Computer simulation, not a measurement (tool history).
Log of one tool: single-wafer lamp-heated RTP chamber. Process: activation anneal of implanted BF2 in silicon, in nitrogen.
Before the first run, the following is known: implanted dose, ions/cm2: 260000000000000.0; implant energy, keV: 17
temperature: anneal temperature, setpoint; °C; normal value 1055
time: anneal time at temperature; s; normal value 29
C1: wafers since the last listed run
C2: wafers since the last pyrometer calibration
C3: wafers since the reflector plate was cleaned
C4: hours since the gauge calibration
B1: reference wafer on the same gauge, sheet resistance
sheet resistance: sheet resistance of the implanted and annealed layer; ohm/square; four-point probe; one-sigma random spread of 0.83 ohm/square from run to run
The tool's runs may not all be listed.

run 1 hour=0 | temperature=1055 time=29 | C1=0 C2=4 C3=4075 C4=460.8 | B1=498.96 | sheet_resistance=441.94
run 2 hour=20.3 | temperature=1055 time=29 | C1=173 C2=177 C3=4248 C4=481.1 | B1=499.17 | sheet_resistance=442.28
run 3 hour=36.9 | temperature=1055 time=29 | C1=141 C2=318 C3=4390 C4=497.7 | B1=499.05 | sheet_resistance=439.92
run 4 hour=57.6 | temperature=1072 time=29 | C1=176 C2=495 C3=4566 C4=518.4 | B1=499.37 | sheet_resistance=433.96
run 5 hour=83.8 | temperature=1072 time=29 | C1=223 C2=718 C3=4789 C4=544.6 | B1=498.93 | sheet_resistance=435.08
run 6 hour=108.6 | temperature=1072 time=29 | C1=211 C2=930 C3=5001 C4=569.4 | B1=498.64 | sheet_resistance=434.07
run 7 hour=123.2 | temperature=1055 time=29 | C1=124 C2=1054 C3=5125 C4=584 | B1=499.02 | sheet_resistance=440.83
-- hour=138.5 pyrometer window cleaned and pyrometer calibrated, repeated, since the last time left the tool worse
run 8 hour=153.3 | temperature=1055 time=29 | C1=188 C2=126 C3=5314 C4=614.1 | B1=498.98 | sheet_resistance=445.96
run 9 hour=186.1 | temperature=1055 time=29 | C1=279 C2=406 C3=5593 C4=646.9 | B1=499.43 | sheet_resistance=443.36
run 10 hour=208.7 | temperature=1055 time=29 | C1=192 C2=598 C3=5786 C4=669.5 | B1=498.57 | sheet_resistance=445.38
run 11 hour=232.7 | temperature=1055 time=29 | C1=204 C2=803 C3=5991 C4=693.5 | B1=499.13 | sheet_resistance=444.75
run 12 hour=257.1 | temperature=1055 time=29 | C1=208 C2=1011 C3=6199 C4=717.9 | B1=498.58 | sheet_resistance=445.1
run 13 hour=289 | temperature=1055 time=29 | C1=271 C2=1283 C3=6471 C4=749.8 | B1=499.09 | sheet_resistance=444.12
run 14 hour=314.3 | temperature=1055 time=17 | C1=215 C2=1499 C3=6686 C4=775.1 | B1=498.99 | sheet_resistance=451.42
run 15 hour=326.4 | temperature=1055 time=29 | C1=103 C2=1602 C3=6790 C4=787.2 | B1=498.74 | sheet_resistance=444
-- hour=353.6 pyrometer window cleaned and pyrometer calibrated
run 16 hour=354.1 | temperature=1031 time=39 | C1=167 C2=3 C3=6958 C4=814.9 | B1=499.11 | sheet_resistance=447.38
run 17 hour=364.6 | temperature=1029 time=40 | C1=89 C2=93 C3=7047 C4=825.4 | B1=498.89 | sheet_resistance=446.09
run 18 hour=393.7 | temperature=1055 time=29 | C1=248 C2=341 C3=7295 C4=854.5 | B1=499.43 | sheet_resistance=446.14
run 19 hour=406 | temperature=1036 time=22 | C1=104 C2=446 C3=7400 C4=866.8 | B1=498.99 | sheet_resistance=454.51
run 20 hour=435.4 | temperature=1040 time=29 | C1=250 C2=697 C3=7651 C4=896.2 | B1=498.82 | sheet_resistance=449.63
run 21 hour=459.2 | temperature=1039 time=41 | C1=202 C2=900 C3=7854 C4=920 | B1=499.24 | sheet_resistance=442.03
-- hour=480.8 gauge calibrated
run 22 hour=486.8 | temperature=1055 time=29 | C1=235 C2=1135 C3=8089 C4=6 | B1=498.99 | sheet_resistance=444.91
run 23 hour=522.7 | temperature=1055 time=44 | C1=306 C2=1441 C3=8395 C4=41.9 | B1=498.99 | sheet_resistance=436.52
-- hour=560.4 reflector plate cleaned
run 24 hour=560.9 | temperature=1055 time=34 | C1=257 C2=1698 C3=4 C4=80.1 | B1=499.14 | sheet_resistance=441.02
-- hour=585.9 pyrometer window cleaned and pyrometer calibrated
run 25 hour=588.6 | temperature=1069 time=29 | C1=167 C2=22 C3=172 C4=107.8 | B1=498.51 | sheet_resistance=440.06
run 26 hour=611.5 | temperature=1069 time=16 | C1=195 C2=217 C3=367 C4=130.7 | B1=498.92 | sheet_resistance=451.78
run 27 hour=645 | temperature=1040 time=44 | C1=285 C2=503 C3=653 C4=164.2 | B1=499.24 | sheet_resistance=442.22
run 28 hour=668.9 | temperature=1065 time=23 | C1=203 C2=707 C3=856 C4=188.1 | B1=499.05 | sheet_resistance=445.07
run 29 hour=700.1 | temperature=1055 time=45 | C1=266 C2=973 C3=1122 C4=219.3 | B1=499.2 | sheet_resistance=437.43
run 30 hour=723.3 | temperature=1085 time=39 | C1=197 C2=1171 C3=1320 C4=242.5 | B1=499.1 | sheet_resistance=425.99
run 31 hour=740.5 | temperature=1055 time=29 | C1=146 C2=1317 C3=1467 C4=259.7 | B1=498.92 | sheet_resistance=443.8
run 32 hour=770.2 | temperature=1063 time=40 | C1=253 C2=1570 C3=1720 C4=289.4 | B1=498.97 | sheet_resistance=435.1
run 33 hour=803.3 | temperature=1032 time=15 | C1=282 C2=1853 C3=2002 C4=322.5 | B1=499.15 | sheet_resistance=456.46
-- hour=818.3 pyrometer window cleaned and pyrometer calibrated
run 34 hour=822.2 | temperature=1055 time=29 | C1=92 C2=32 C3=2095 C4=341.4 | B1=499.13 | sheet_resistance=445.49
run 35 hour=850.2 | temperature=1055 time=29 | C1=238 C2=271 C3=2334 C4=369.4 | B1=499.52 | sheet_resistance=444.77
run 36 hour=873.7 | temperature=1055 time=29 | C1=200 C2=471 C3=2534 C4=392.9 | B1=499.05 | sheet_resistance=444.23
run 37 hour=906.7 | temperature=1084 time=41 | C1=281 C2=753 C3=2816 C4=425.9 | B1=498.69 | sheet_resistance=426.63

Exercise: give the hidden state of the tool at every run:
wafer temperature error from the tarnished reflector plate, K: 0 at every run
gauge reads high (%): 0 at every run
H1: true wafer temperature minus pyrometer reading, K
run=1 H1=11.7
run=2 H1=12.2
run=3 H1=12.7
run=4 H1=13.3
run=5 H1=14.1
run=6 H1=14.8
run=7 H1=15.2
run=8 H1=0.746
run=9 H1=1.69
run=10 H1=2.34
run=11 H1=3.03
run=12 H1=3.73
run=13 H1=4.65
run=14 H1=5.38
run=15 H1=5.73
run=16 H1=0.562
run=17 H1=0.864
run=18 H1=1.7
run=19 H1=2.06
run=20 H1=2.9
run=21 H1=3.59
run=22 H1=4.38
run=23 H1=5.41
run=24 H1=6.51
run=25 H1=0.455
run=26 H1=1.11
run=27 H1=2.08
run=28 H1=2.77
run=29 H1=3.66
run=30 H1=4.33
run=31 H1=4.83
run=32 H1=5.68
run=33 H1=6.63
run=34 H1=1.03
run=35 H1=1.84
run=36 H1=2.51
run=37 H1=3.46

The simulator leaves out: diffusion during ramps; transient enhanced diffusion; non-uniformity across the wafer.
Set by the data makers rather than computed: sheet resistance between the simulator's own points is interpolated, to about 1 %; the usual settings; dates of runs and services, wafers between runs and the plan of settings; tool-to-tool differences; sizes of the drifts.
